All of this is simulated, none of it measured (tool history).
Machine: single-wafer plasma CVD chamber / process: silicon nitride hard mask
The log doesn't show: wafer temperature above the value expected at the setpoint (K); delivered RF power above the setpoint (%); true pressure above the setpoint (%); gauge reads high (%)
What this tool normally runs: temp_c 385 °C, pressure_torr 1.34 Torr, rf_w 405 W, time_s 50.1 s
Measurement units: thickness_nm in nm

run   hour  temp_c  pressure_torr  rf_w  time_s  wafers since the last listed run  hours since the last thermocouple change  hours since the last RF generator calibration  hours since the last manometer calibration  hours since the showerhead was replaced  hours since the gauge calibration  read-back reference wafer on the same gauge, thickness_nm  thickness_nm
  1      0     385           1.34   405    50.1                                 0                                    2156.2                                         2546.8                                      1793.6                                   7644.3                              197.6                                                         56        65.685
         8  -- capacitance manometer re-zeroed and calibrated
  2    8.5     385           1.34   405    50.1                                10                                    2164.7                                         2555.3                                         0.5                                   7652.8                              206.1                                                     55.996        64.464
  3   23.8     385           1.34   405    50.1                               318                                      2180                                         2570.6                                        15.8                                   7668.1                              221.4                                                     55.994        64.192
  4   33.7     385           1.34   405    50.1                               206                                    2189.9                                         2580.5                                        25.7                                     7678                              231.3                                                     55.995        64.347
  5   45.9     385           1.34   405    50.1                               254                                    2202.1                                         2592.7                                        37.9                                   7690.2                              243.5                                                     55.997        64.387
      59.7  -- thermocouple changed; heater temperature recalibrated
  6   60.2     393           1.34   405    43.2                               131                                       0.5                                           2607                                        52.2                                   7704.5                              257.8                                                     55.997        55.346
  7   66.4     393           1.34   405    43.2                               129                                       6.7                                         2613.2                                        58.4                                   7710.7                                264                                                     55.996         55.46
  8   75.6     385           1.34   430      44                               191                                      15.9                                         2622.4                                        67.6                                   7719.9                              273.2                                                     55.998        58.796
      94.3  -- RF generator calibrated
      99.3  -- showerhead replaced
  9   99.8     398           1.21   350    46.7                               233                                      40.1                                            5.5                                        91.8                                      0.5                              297.4                                                      55.99        56.088
 10  104.7     399           1.01   325      41                               102                                        45                                           10.4                                        96.7                                      5.4                              302.3                                                         56        44.257
 11    117     385           1.34   325    55.2                               256                                      57.3                                           22.7                                         109                                     17.7                              314.6                                                     55.991        65.161
 12  142.3     392           1.11   405    58.7                               527                                      82.6                                             48                                       134.3                                       43                              339.9                                                         56        75.711
 13  156.1     376           1.34   405    50.1                               287                                      96.4                                           61.8                                       148.1                                     56.8                              353.7                                                     55.995        68.875
     171.1  -- gauge calibrated
 14  172.5     391           1.34   405    50.1                               341                                     112.8                                           78.2                                       164.5                                     73.2                                1.4                                                     55.992        68.479
 15  186.6     385           1.34   405    50.1                               293                                     126.9                                           92.3                                       178.6                                     87.3                               15.5                                                     56.006        68.378
 16  197.6     375           1.57   380    50.1                               229                                     137.9                                          103.3                                       189.6                                     98.3                               26.5                                                     56.005        68.944
 17    210     385           1.34   405    50.1                               258                                     150.3                                          115.7                                         202                                    110.7                               38.9                                                     55.996        68.346
 18  221.1     385           1.34   405    50.1                               231                                     161.4                                          126.8                                       213.1                                    121.8                                 50                                                     55.989        68.279
 19  232.2     394           1.67   405    50.1                               231                                     172.5                                          137.9                                       224.2                                    132.9                               61.1                                                     55.995        72.694
 20  241.6     385           1.46   405    58.4                               195                                     181.9                                          147.3                                       233.6                                    142.3                               70.5                                                     56.022        81.744
 21  252.6     399           1.01   325      41                               229                                     192.9                                          158.3                                       244.6                                    153.3                               81.5                                                     55.988        44.196
 22  266.8     385           1.34   430    42.3                               295                                     207.1                                          172.5                                       258.8                                    167.5                               95.7                                                     56.022        60.071
 23  281.8     385           1.34   405    50.1                               312                                     222.1                                          187.5                                       273.8                                    182.5                              110.7                                                     55.994        68.557
 24  290.1     391           1.61   330    50.1                               172                                     230.4                                          195.8                                       282.1                                    190.8                                119                                                     55.995        62.993
 25  302.7     385           1.62   405    50.1                               262                                       243                                          208.4                                       294.7                                    203.4                              131.6                                                         56        72.377
 26  309.2     385           1.56   330    50.1                               135                                     249.5                                          214.9                                       301.2                                    209.9                              138.1                                                     55.999        62.644
 27  336.1     385           1.34   405    50.1                               560                                     276.4                                          241.8                                       328.1                                    236.8                                165                                                      56.01        68.606

What does the tool deliver on the next run?
 28  346.1     385           1.34   405    50.1                               208                                     286.4                                          251.8                                       338.1                                    246.8                                175                                                          ?             ?

Logged for run 28: read-back reference wafer on the same gauge, thickness_nm 55.997, thickness_nm 68.727 nm.
Were there no unlogged condition in the tool, this run, its random variation unchanged, would have produced thickness_nm 68.663 nm.

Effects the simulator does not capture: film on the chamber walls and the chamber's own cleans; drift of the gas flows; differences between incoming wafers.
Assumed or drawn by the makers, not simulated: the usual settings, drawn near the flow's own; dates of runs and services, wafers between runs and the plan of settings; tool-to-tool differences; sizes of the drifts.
